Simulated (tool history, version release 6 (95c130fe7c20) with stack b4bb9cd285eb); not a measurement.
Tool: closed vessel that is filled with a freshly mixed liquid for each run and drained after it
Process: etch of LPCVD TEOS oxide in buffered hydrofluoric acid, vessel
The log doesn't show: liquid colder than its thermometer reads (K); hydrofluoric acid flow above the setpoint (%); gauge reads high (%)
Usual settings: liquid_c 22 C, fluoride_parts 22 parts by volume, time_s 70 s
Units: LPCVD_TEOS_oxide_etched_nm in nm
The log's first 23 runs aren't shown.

run,day,liquid_c,fluoride_parts,time_s,wafers since the last listed run,hours since the thermometer was replaced,hours since the hydrofluoric acid flow meter was replaced,hours since the gauge calibration,"read-back film thickness of the LPCVD TEOS oxide reference wafer, read on the same gauge (nm)",LPCVD_TEOS_oxide_etched_nm
24,60.117,22,27,70,6726,1053.5,816.8,311.1,79.99,44.89
25,62.192,19,22,100,3255,1103.3,866.6,360.9,80.01,62.24
26,64.958,17.5,22,45,4340,1169.7,933,427.3,79.98,25.9
27,67.121,22,16,70,3392,1221.6,984.9,479.2,80.01,68.55
28,70.017,22,25,100,4543,1291.1,1054.4,548.7,79.99,68.03
29,83.017,22,17,100,20395,1603.1,1366.4,860.7,80,93.58
30,85.996,27,15.5,70,4674,1674.6,1437.9,932.2,80.03,93.59
31,88.767,22,22,40,4347,1741.1,1504.4,998.7,79.99,30.03
# day 89.817: hydrofluoric acid flow meter replaced
32,90.692,22,16.5,70,2954,1787.3,21,1044.9,79.97,66.86
33,93.958,24.5,26.5,85,5125,1865.7,99.4,1123.3,79.98,63.56
34,97.521,17.5,14,70,5589,1951.2,184.9,1208.8,80,61.06

Forecast each of these 3 alternatives for the next run:
A,97.55,17.5,22,70,45,1951.9,185.6,1209.5,?,?
B,97.55,22,26,70,45,1951.9,185.6,1209.5,?,?
C,97.55,19.5,30,70,45,1951.9,185.6,1209.5,?,?

run,"read-back film thickness of the LPCVD TEOS oxide reference wafer, read on the same gauge (nm)",LPCVD_TEOS_oxide_etched_nm
A,79.99,40.21
B,79.99,46.16
C,79.99,36.35
Without the tool's hidden state the same runs would have given:
run,LPCVD_TEOS_oxide_etched_nm
A,40.21
B,46.16
C,36.35
